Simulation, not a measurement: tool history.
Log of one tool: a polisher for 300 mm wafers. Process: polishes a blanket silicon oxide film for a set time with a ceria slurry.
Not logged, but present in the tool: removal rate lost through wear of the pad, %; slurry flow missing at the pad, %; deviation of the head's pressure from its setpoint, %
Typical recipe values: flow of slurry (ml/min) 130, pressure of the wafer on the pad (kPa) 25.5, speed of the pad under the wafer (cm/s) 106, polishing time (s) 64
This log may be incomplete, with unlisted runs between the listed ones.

run,hour,flow of slurry (ml/min),pressure of the wafer on the pad (kPa),speed of the pad under the wafer (cm/s),polishing time (s),wafers since the last listed run,wafers polished on this pad,hours since the slurry nozzle was cleaned,hours since the head pressure was calibrated,"incoming thickness of the incoming film, nm",film removed (Å)
1,0,130,25.5,122,64,0,388,600,177.5,1706.9,4710
2,11,130,25.5,122,64,114,502,611,188.5,1745.8,4755
3,18.4,130,25.5,122,64,76,579,618.4,195.9,1681.5,4729
4,34.7,130,25.5,106,64,169,749,634.7,212.2,1710.1,4101
# hour 49.7: worn pad replaced by a new one
5,52.1,130,25.5,106,64,139,24,652.1,229.6,1733,4076
6,68.9,130,25.5,106,54,174,199,668.9,246.4,1716.1,3466
7,79.4,130,25.5,106,64,109,308,679.4,256.9,1731.5,4142
8,118.7,130,25.5,106,64,408,717,718.7,296.2,1707.4,4182
9,128.9,130,25.5,106,64,106,823,728.9,306.4,1696,4065
# hour 137.9: worn pad replaced by a new one
10,140.1,130,25.5,106,64,74,22,740.1,317.6,1704.3,4078
# hour 143.1: slurry nozzle cleaned
11,157.7,130,25.5,106,64,172,195,14.6,335.2,1732.7,4097
12,165.1,130,20,106,64,76,272,22,342.6,1713.8,3531
13,183,130,20,106,64,186,458,39.9,360.5,1707.5,3479
14,198.2,130,20,106,64,158,616,55.1,375.7,1680.7,3517
15,206.8,130,25.5,120,54,89,705,63.7,384.3,1725.7,3899
16,223.9,95,32.4,74,48,177,883,80.8,401.4,1716.3,2372
# hour 234.4: worn pad replaced by a new one
17,239.5,160,25.5,118,64,120,53,96.4,417,1684.2,4730
18,254.1,130,25.5,82,64,151,204,111,431.6,1706,3143
19,269.5,160,25.5,106,48,160,365,126.4,447,1703.9,3139
20,279.1,130,25.5,106,64,99,465,136,456.6,1702.3,4027
# hour 288.2: head pressure recalibrated
21,290.4,130,25.5,138,64,96,561,147.3,2.2,1718.9,5307
22,305.8,130,25.5,106,64,160,721,162.7,17.6,1715.9,4123
23,313.3,130,25.5,106,64,78,799,170.2,25.1,1717.8,4067
# hour 322.6: worn pad replaced by a new one
24,323.1,160,25.5,118,64,60,4,180,34.9,1722.5,4680
25,327.3,90,25.5,106,56,43,48,184.2,39.1,1708.7,3380
26,342.3,110,28.3,106,64,156,204,199.2,54.1,1692.8,4286
27,357.6,130,25.5,106,64,159,363,214.5,69.4,1708.8,4109
28,369.3,130,25.5,106,64,121,485,226.2,81.1,1719.3,4138

Here are 3 independent what-if runs from the current tool condition. What would each one return?
A,369.7,130,25.5,106,64,4,489,226.6,81.5,1691.8,?
B,369.7,110,16.5,70,84,4,489,226.6,81.5,1691.8,?
C,369.7,155,25.5,106,64,4,489,226.6,81.5,1691.8,?

run,film removed (Å)
A,4099
B,2654
C,4209
With no hidden state in the tool, these same runs would have given:
run,film removed (Å)
A,4099
B,2654
C,4209
